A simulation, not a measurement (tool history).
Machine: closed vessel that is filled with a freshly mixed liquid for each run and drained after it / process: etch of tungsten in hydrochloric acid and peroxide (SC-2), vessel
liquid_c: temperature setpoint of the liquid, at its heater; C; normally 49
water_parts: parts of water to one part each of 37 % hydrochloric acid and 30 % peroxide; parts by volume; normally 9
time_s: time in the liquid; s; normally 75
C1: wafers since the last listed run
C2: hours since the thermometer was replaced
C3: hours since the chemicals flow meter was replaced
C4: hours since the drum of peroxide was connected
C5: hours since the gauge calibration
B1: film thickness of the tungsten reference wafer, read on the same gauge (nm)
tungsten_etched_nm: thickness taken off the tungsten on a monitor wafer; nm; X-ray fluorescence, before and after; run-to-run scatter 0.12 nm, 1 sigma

{"run": 1, "hour": 0.0, "liquid_c": 49, "water_parts": 9, "time_s": 75, "C1": 0, "C2": 600.9, "C3": 1302, "C4": 830.2, "C5": 263.1, "B1": 149.99, "tungsten_etched_nm": 19.15}
{"run": 2, "hour": 16.9, "liquid_c": 49, "water_parts": 9, "time_s": 75, "C1": 1418, "C2": 617.8, "C3": 1318.9, "C4": 847.1, "C5": 280, "B1": 149.98, "tungsten_etched_nm": 19.45}
{"run": 3, "hour": 48.1, "liquid_c": 49, "water_parts": 10, "time_s": 75, "C1": 2619, "C2": 649, "C3": 1350.1, "C4": 878.3, "C5": 311.2, "B1": 149.98, "tungsten_etched_nm": 17.59}
{"run": 4, "hour": 82.3, "liquid_c": 49, "water_parts": 10, "time_s": 75, "C1": 2871, "C2": 683.2, "C3": 1384.3, "C4": 912.5, "C5": 345.4, "B1": 150, "tungsten_etched_nm": 17.6}
{"run": 5, "hour": 111.5, "liquid_c": 49, "water_parts": 9, "time_s": 75, "C1": 2451, "C2": 712.4, "C3": 1413.5, "C4": 941.7, "C5": 374.6, "B1": 149.99, "tungsten_etched_nm": 19.44}
{"run": 6, "hour": 151.2, "liquid_c": 49, "water_parts": 9, "time_s": 75, "C1": 3333, "C2": 752.1, "C3": 1453.2, "C4": 981.4, "C5": 414.3, "B1": 149.99, "tungsten_etched_nm": 19.46}
{"run": 7, "hour": 169.9, "liquid_c": 43, "water_parts": 9, "time_s": 75, "C1": 1569, "C2": 770.8, "C3": 1471.9, "C4": 1000.1, "C5": 433, "B1": 149.98, "tungsten_etched_nm": 13}
{"hour": 171.7, "done": "gauge calibrated"}
{"run": 8, "hour": 195.0, "liquid_c": 43, "water_parts": 9, "time_s": 75, "C1": 2107, "C2": 795.9, "C3": 1497, "C4": 1025.2, "C5": 23.3, "B1": 149.99, "tungsten_etched_nm": 13.08}
{"run": 9, "hour": 211.0, "liquid_c": 49, "water_parts": 9, "time_s": 75, "C1": 1343, "C2": 811.9, "C3": 1513, "C4": 1041.2, "C5": 39.3, "B1": 150, "tungsten_etched_nm": 19.61}
{"run": 10, "hour": 224.3, "liquid_c": 49, "water_parts": 13.5, "time_s": 105, "C1": 1116, "C2": 825.2, "C3": 1526.3, "C4": 1054.5, "C5": 52.6, "B1": 149.98, "tungsten_etched_nm": 19.26}
{"hour": 244.6, "done": "thermometer replaced"}
{"hour": 256.4, "done": "new drum of peroxide connected"}
{"hour": 275.4, "done": "chemicals flow meter replaced"}
{"run": 11, "hour": 289.4, "liquid_c": 42, "water_parts": 9, "time_s": 75, "C1": 5213, "C2": 44.8, "C3": 14, "C4": 33, "C5": 117.7, "B1": 150.01, "tungsten_etched_nm": 13.11}

Forecast run 12:
{"run": 12, "hour": 306.1, "liquid_c": 49, "water_parts": 6.5, "time_s": 45, "C1": 1402, "C2": 61.5, "C3": 30.7, "C4": 49.7, "C5": 134.4, "B1": "?", "tungsten_etched_nm": "?"}

{"run 12": {"B1": 150, "tungsten_etched_nm": 16.51}}
Without the tool's hidden state the same run would have given tungsten_etched_nm 14.21 nm.
